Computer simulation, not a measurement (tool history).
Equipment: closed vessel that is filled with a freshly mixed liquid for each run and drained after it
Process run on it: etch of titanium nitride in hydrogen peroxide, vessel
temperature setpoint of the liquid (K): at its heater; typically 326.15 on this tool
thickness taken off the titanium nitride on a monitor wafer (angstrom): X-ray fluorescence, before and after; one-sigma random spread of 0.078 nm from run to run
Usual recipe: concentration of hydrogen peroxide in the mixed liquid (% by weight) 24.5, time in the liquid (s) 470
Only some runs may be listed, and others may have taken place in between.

run   hour  temperature setpoint of the liquid (K)  concentration of hydrogen peroxide in the mixed liquid (% by weight)  time in the liquid (s)  wafers since the last listed run  hours since the thermometer was replaced  hours since the peroxide flow meter was replaced  hours since the drum of peroxide was connected  hours since the gauge calibration  read-back film thickness of the titanium nitride reference wafer, read on the same gauge (nm)  thickness taken off the titanium nitride on a monitor wafer (angstrom)
  1      0                                  330.65                                                                  24.5                     470                                 0                                    1842.7                                             678.7                                           918.4                              425.8                                                                                          99.98                                                                   385.3
  2   17.3                                  330.65                                                                  24.5                     470                              1696                                      1860                                               696                                           935.7                              443.1                                                                                         100.01                                                                   385.7
  3   31.7                                  326.15                                                                  22.5                     470                              1412                                    1874.4                                             710.4                                           950.1                              457.5                                                                                          99.99                                                                   278.1
  4     47                                  326.15                                                                  22.5                     470                              1500                                    1889.7                                             725.7                                           965.4                              472.8                                                                                            100                                                                   277.5
  5   63.7                                  326.15                                                                  22.5                     470                              1637                                    1906.4                                             742.4                                           982.1                              489.5                                                                                         100.01                                                                   278.2
  6   76.3                                  326.15                                                                  24.5                     470                              1235                                      1919                                               755                                           994.7                              502.1                                                                                          99.98                                                                   282.8
  7   92.5                                  326.15                                                                  24.5                     470                              1588                                    1935.2                                             771.2                                          1010.9                              518.3                                                                                         100.02                                                                   282.6
  8    103                                  323.15                                                                    30                     470                              1029                                    1945.7                                             781.7                                          1021.4                              528.8                                                                                          99.96                                                                   239.3
  9  113.2                                  331.15                                                                  20.5                     470                              1000                                    1955.9                                             791.9                                          1031.6                                539                                                                                         100.01                                                                   387.2
 10  122.6                                  318.15                                                                  24.5                     470                               921                                    1965.3                                             801.3                                            1041                              548.4                                                                                          99.99                                                                   159.7
 11  133.5                                  321.65                                                                    18                     590                              1068                                    1976.2                                             812.2                                          1051.9                              559.3                                                                                          99.99                                                                   243.1
     144.2  -- thermometer replaced
 12  165.6                                  320.65                                                                    21                     230                              3049                                      21.4                                             844.3                                            1084                              591.4                                                                                          99.99                                                                    99.7
     176.2  -- peroxide flow meter replaced
 13  179.5                                  326.15                                                                  24.5                     275                              1264                                      35.3                                               3.3                                          1097.9                              605.3                                                                                          99.95                                                                   182.9
 14  191.6                                  326.15                                                                    22                     335                              1186                                      47.4                                              15.4                                            1110                              617.4                                                                                          99.98                                                                   217.1
     198.2  -- gauge calibrated
 15    199                                  330.15                                                                  24.5                     620                               725                                      54.8                                              22.8                                          1117.4                                0.8                                                                                         100.01                                                                   542.4
 16  207.7                                  326.15                                                                  24.5                     470                               853                                      63.5                                              31.5                                          1126.1                                9.5                                                                                          99.97                                                                   313.3
 17    216                                  326.15                                                                  20.5                     645                               813                                      71.8                                              39.8                                          1134.4                               17.8                                                                                         100.03                                                                   410.9
     221.6  -- new drum of peroxide connected
 18  223.3                                  326.15                                                                  24.5                     470                               617                                      79.1                                              47.1                                             1.7                               25.1                                                                                          99.99                                                                   313.3
 19  235.4                                  334.15                                                                  29.5                     365                              1186                                      91.2                                              59.2                                            13.8                               37.2                                                                                          99.97                                                                   434.5
 20  244.7                                  317.15                                                                    21                     635                               911                                     100.5                                              68.5                                            23.1                               46.5                                                                                          99.98                                                                   215.4
 21  256.6                                  326.15                                                                  24.5                     735                              1166                                     112.4                                              80.4                                              35                               58.4                                                                                            100                                                                   491.2
 22  263.9                                  326.15                                                                  24.5                     470                               715                                     119.7                                              87.7                                            42.3                               65.7                                                                                            100                                                                   315.1
 23  272.8                                  331.15                                                                  17.5                     335                               872                                     128.6                                              96.6                                            51.2                               74.6                                                                                         100.02                                                                   292.3
 24  280.4                                  326.15                                                                  24.5                     470                               745                                     136.2                                             104.2                                            58.8                               82.2                                                                                         100.02                                                                   312.4
     287.4  -- thermometer replaced, repeated, since the last time left the tool worse
 25  291.4                                  326.15                                                                  24.5                     470                               980                                         4                                             115.2                                            69.8                               93.2                                                                                         100.01                                                                     251
 26  309.3                                  330.15                                                                  24.5                     470                              1755                                      21.9                                             133.1                                            87.7                              111.1                                                                                          99.99                                                                   334.3
 27  318.5                                  322.65                                                                    30                     740                               902                                      31.1                                             142.3                                            96.9                              120.3                                                                                          99.97                                                                   321.5
 28  336.2                                  326.15                                                                  24.5                     470                              1735                                      48.8                                               160                                           114.6                                138                                                                                         100.02                                                                     251
 29  352.3                                  326.15                                                                  24.5                     470                              1578                                      64.9                                             176.1                                           130.7                              154.1                                                                                         100.03                                                                   251.2
 30  366.4                                  326.15                                                                    30                     270                              1382                                        79                                             190.2                                           144.8                              168.2                                                                                          99.99                                                                   151.9

Entry by entry between the runs, the difference in hidden state between the last listed run before and the first listed run after:
Logged between run 11 and run 12: thermometer replaced (hour 144.2)
  liquid hotter than its thermometer reads (K): 1.82 -> 3.15
  difference, measured minus the result without the unlogged condition, thickness taken off the titanium nitride on a monitor wafer (angstrom): +30.1 -> +20.4
Logged between run 12 and run 13: peroxide flow meter replaced (hour 176.2)
  liquid hotter than its thermometer reads (K): 3.15 -> 3.16
  difference, measured minus the result without the unlogged condition, thickness taken off the titanium nitride on a monitor wafer (angstrom): +20.4 -> +36.4
Logged between run 14 and run 15: gauge calibrated (hour 198.2)
  liquid hotter than its thermometer reads (K): 3.17 -> 3.18
  difference, measured minus the result without the unlogged condition, thickness taken off the titanium nitride on a monitor wafer (angstrom): +43.3 -> +106.2
Logged between run 17 and run 18: new drum of peroxide connected (hour 221.6)
  liquid hotter than its thermometer reads (K): 3.19 -> 3.2
  difference, measured minus the result without the unlogged condition, thickness taken off the titanium nitride on a monitor wafer (angstrom): +82.4 -> +63.1
Logged between run 24 and run 25: thermometer replaced, repeated, since the last time left the tool worse (hour 287.4)
  liquid hotter than its thermometer reads (K): 3.25 -> 0.0676
  difference, measured minus the result without the unlogged condition, thickness taken off the titanium nitride on a monitor wafer (angstrom): +63.7 -> +1.2

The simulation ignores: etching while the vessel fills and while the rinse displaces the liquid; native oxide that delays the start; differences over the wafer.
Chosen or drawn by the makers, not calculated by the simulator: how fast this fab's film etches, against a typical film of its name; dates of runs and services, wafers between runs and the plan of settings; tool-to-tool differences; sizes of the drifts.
